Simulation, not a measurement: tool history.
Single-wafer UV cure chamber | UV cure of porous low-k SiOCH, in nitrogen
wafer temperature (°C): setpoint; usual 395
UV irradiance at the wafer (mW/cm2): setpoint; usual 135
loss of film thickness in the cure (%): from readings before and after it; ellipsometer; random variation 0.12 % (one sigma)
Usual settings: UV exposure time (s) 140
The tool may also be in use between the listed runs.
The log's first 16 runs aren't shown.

run	day	wafer temperature (°C)	UV exposure time (s)	UV irradiance at the wafer (mW/cm2)	wafers since the last listed run	hours since the UV bulbs were replaced	wafers since the quartz window was cleaned	loss of film thickness in the cure (%)
17	9.521	395	140	135	34	827.1	365	9.553
18	9.938	395	140	151	39	837.1	404	10.330
19	10.679	395	140	135	70	854.9	474	9.665
20	11.004	395	140	135	30	862.7	505	9.625
# day 11.500: UV bulbs replaced
21	11.554	395	140	135	20	1.3	525	12.117
22	11.888	408	140	124	31	9.3	557	12.092
23	12.283	395	105	135	37	18.8	594	10.509
24	12.950	376	100	172	62	34.8	657	11.203
25	13.579	395	90	116	59	49.9	716	8.735
26	13.912	385	75	147	31	57.9	748	8.863
27	14.571	395	140	135	62	73.7	810	11.445
28	15.225	408	195	152	61	89.4	872	14.283
29	15.629	384	70	135	38	99.1	910	8.034
30	16.442	380	70	135	76	118.6	987	7.705
31	16.892	388	140	135	42	129.4	1029	11.186
32	17.579	395	140	135	64	145.9	1094	11.214
33	18.250	380	140	123	63	162.0	1158	10.494

4 ways to go on from here, each from the tool as it stands after run 33. What would each give?
A	18.271	376	140	135	1	162.5	1159	?
B	18.271	390	140	135	1	162.5	1159	?
C	18.271	395	140	170	1	162.5	1159	?
D	18.271	378	210	109	1	162.5	1159	?

run	loss of film thickness in the cure (%)
A	10.914
B	11.201
C	12.491
D	11.935
Without the tool's hidden state the same runs would have given:
run	loss of film thickness in the cure (%)
A	12.306
B	12.601
C	13.928
D	13.356

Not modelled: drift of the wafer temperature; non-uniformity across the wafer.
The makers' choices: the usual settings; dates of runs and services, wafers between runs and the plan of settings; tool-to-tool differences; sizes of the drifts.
